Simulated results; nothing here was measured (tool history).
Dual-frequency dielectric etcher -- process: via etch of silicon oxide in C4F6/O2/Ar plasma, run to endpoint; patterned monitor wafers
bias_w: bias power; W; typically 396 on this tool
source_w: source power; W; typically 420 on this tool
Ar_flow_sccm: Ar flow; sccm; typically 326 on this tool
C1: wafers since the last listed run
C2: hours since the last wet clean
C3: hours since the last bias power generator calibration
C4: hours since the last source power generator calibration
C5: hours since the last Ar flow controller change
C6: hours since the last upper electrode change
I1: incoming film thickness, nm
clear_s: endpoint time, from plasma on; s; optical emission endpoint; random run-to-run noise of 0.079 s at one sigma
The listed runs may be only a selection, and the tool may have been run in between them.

Run 1, day 0.000: usual settings but Ar_flow_sccm 350 sccm; C1 0; C2 446.3; C3 1301.3; C4 2069.4; C5 5228.6; C6 1703.3; I1 106.7. Result: clear_s 25.5 s.
Run 2, day 2.579: usual settings but Ar_flow_sccm 350 sccm; C1 573; C2 508.2; C3 1363.2; C4 2131.3; C5 5290.5; C6 1765.2; I1 107.4. Result: clear_s 25.5 s.
Run 3, day 5.100: usual settings but Ar_flow_sccm 350 sccm; C1 560; C2 568.7; C3 1423.7; C4 2191.8; C5 5351.0; C6 1825.7; I1 107.5. Result: clear_s 25.7 s.
Run 4, day 6.729: usual settings; C1 362; C2 607.8; C3 1462.8; C4 2230.9; C5 5390.1; C6 1864.8; I1 106.2. Result: clear_s 25.1 s.
Run 5, day 8.358: usual settings; C1 362; C2 646.9; C3 1501.9; C4 2270.0; C5 5429.2; C6 1903.9; I1 107.4. Result: clear_s 25.6 s.
At day 10.167: wet clean of the chamber.
Run 6, day 10.362: usual settings; C1 223; C2 4.7; C3 1550.0; C4 2318.1; C5 5477.3; C6 1952.0; I1 107.3. Result: clear_s 24.6 s.
Run 7, day 13.000: usual settings; C1 586; C2 68.0; C3 1613.3; C4 2381.4; C5 5540.6; C6 2015.3; I1 105.3. Result: clear_s 24.4 s.
Run 8, day 15.758: usual settings but bias_w 460 W; C1 613; C2 134.2; C3 1679.5; C4 2447.6; C5 5606.8; C6 2081.5; I1 105.9. Result: clear_s 23.4 s.
Run 9, day 17.829: usual settings; C1 460; C2 183.9; C3 1729.2; C4 2497.3; C5 5656.5; C6 2131.2; I1 106.9. Result: clear_s 24.8 s.
At day 18.221: Ar flow controller replaced.
Run 10, day 20.071: usual settings; C1 442; C2 237.7; C3 1783.0; C4 2551.1; C5 44.4; C6 2185.0; I1 107.1. Result: clear_s 25.0 s.
At day 20.388: source power generator calibrated.
Run 11, day 21.738: usual settings; C1 333; C2 277.7; C3 1823.0; C4 32.4; C5 84.4; C6 2225.0; I1 105.0. Result: clear_s 24.6 s.
Run 12, day 24.529: usual settings; C1 620; C2 344.7; C3 1890.0; C4 99.4; C5 151.4; C6 2292.0; I1 107.5. Result: clear_s 25.2 s.
At day 26.067: upper electrode replaced, of another model than before.
Run 13, day 27.242: usual settings but bias_w 307 W, source_w 450 W, Ar_flow_sccm 361 sccm; C1 380; C2 409.8; C3 1955.1; C4 164.5; C5 216.5; C6 28.2; I1 107.2. Result: clear_s 25.5 s.
Run 14, day 29.371: usual settings; C1 473; C2 460.9; C3 2006.2; C4 215.6; C5 267.6; C6 79.3; I1 106.4. Result: clear_s 25.3 s.
At day 30.812: bias power generator calibrated.
At day 32.558: wet clean of the chamber.
Run 15, day 32.579: usual settings; C1 453; C2 0.5; C3 42.4; C4 292.6; C5 344.6; C6 156.3; I1 107.2. Result: clear_s 24.6 s.
Run 16, day 35.558: usual settings; C1 662; C2 72.0; C3 113.9; C4 364.1; C5 416.1; C6 227.8; I1 106.9. Result: clear_s 24.7 s.
Run 17, day 37.712: usual settings but bias_w 463 W, source_w 500 W, Ar_flow_sccm 285 sccm; C1 478; C2 123.7; C3 165.6; C4 415.8; C5 467.8; C6 279.5; I1 108.0. Result: clear_s 20.5 s.
Run 18, day 40.071: usual settings but bias_w 455 W, source_w 490 W, Ar_flow_sccm 295 sccm; C1 524; C2 180.3; C3 222.2; C4 472.4; C5 524.4; C6 336.1; I1 107.3. Result: clear_s 20.9 s.
Run 19, day 41.288: usual settings but source_w 360 W, Ar_flow_sccm 275 sccm; C1 270; C2 209.5; C3 251.4; C4 501.6; C5 553.6; C6 365.3; I1 106.8. Result: clear_s 28.5 s.
Run 20, day 42.612: usual settings but bias_w 458 W; C1 294; C2 241.3; C3 283.2; C4 533.4; C5 585.4; C6 397.1; I1 106.4. Result: clear_s 23.9 s.
Run 21, day 44.038: usual settings but bias_w 340 W, source_w 360 W, Ar_flow_sccm 288 sccm; C1 316; C2 275.5; C3 317.4; C4 567.6; C5 619.6; C6 431.3; I1 107.2. Result: clear_s 29.8 s.
Run 22, day 45.400: usual settings but bias_w 317 W, Ar_flow_sccm 355 sccm; C1 302; C2 308.2; C3 350.1; C4 600.3; C5 652.3; C6 464.0; I1 107.0. Result: clear_s 26.6 s.
Run 23, day 46.625: usual settings but bias_w 360 W, Ar_flow_sccm 246 sccm; C1 272; C2 337.6; C3 379.5; C4 629.7; C5 681.7; C6 493.4; I1 106.7. Result: clear_s 24.5 s.
Run 24, day 47.979: usual settings; C1 301; C2 370.1; C3 412.0; C4 662.2; C5 714.2; C6 525.9; I1 107.6. Result: clear_s 25.0 s.

5 options for the next run, each taken on its own from the tool as it stands now. Forecast them:
Run A, day 47.996: usual settings but Ar_flow_sccm 372 sccm; C1 3; C2 370.5; C3 412.4; C4 662.6; C5 714.6; C6 526.3; I1 106.5. Result: clear_s ?.
Run B, day 47.996: usual settings but bias_w 431 W, source_w 350 W, Ar_flow_sccm 361 sccm; C1 3; C2 370.5; C3 412.4; C4 662.6; C5 714.6; C6 526.3; I1 106.5. Result: clear_s ?.
Run C, day 47.996: usual settings but bias_w 458 W, source_w 460 W, Ar_flow_sccm 369 sccm; C1 3; C2 370.5; C3 412.4; C4 662.6; C5 714.6; C6 526.3; I1 106.5. Result: clear_s ?.
Run D, day 47.996: usual settings but source_w 360 W; C1 3; C2 370.5; C3 412.4; C4 662.6; C5 714.6; C6 526.3; I1 106.5. Result: clear_s ?.
Run E, day 47.996: usual settings but bias_w 329 W, source_w 510 W; C1 3; C2 370.5; C3 412.4; C4 662.6; C5 714.6; C6 526.3; I1 106.5. Result: clear_s ?.

run  clear_s
  A     25.2
  B     29.8
  C     22.4
  D     29.0
  E     22.1
Had the tool no hidden state, the same runs would have come out as:
run  clear_s
  A     24.8
  B     29.3
  C     22.1
  D     28.5
  E     21.7
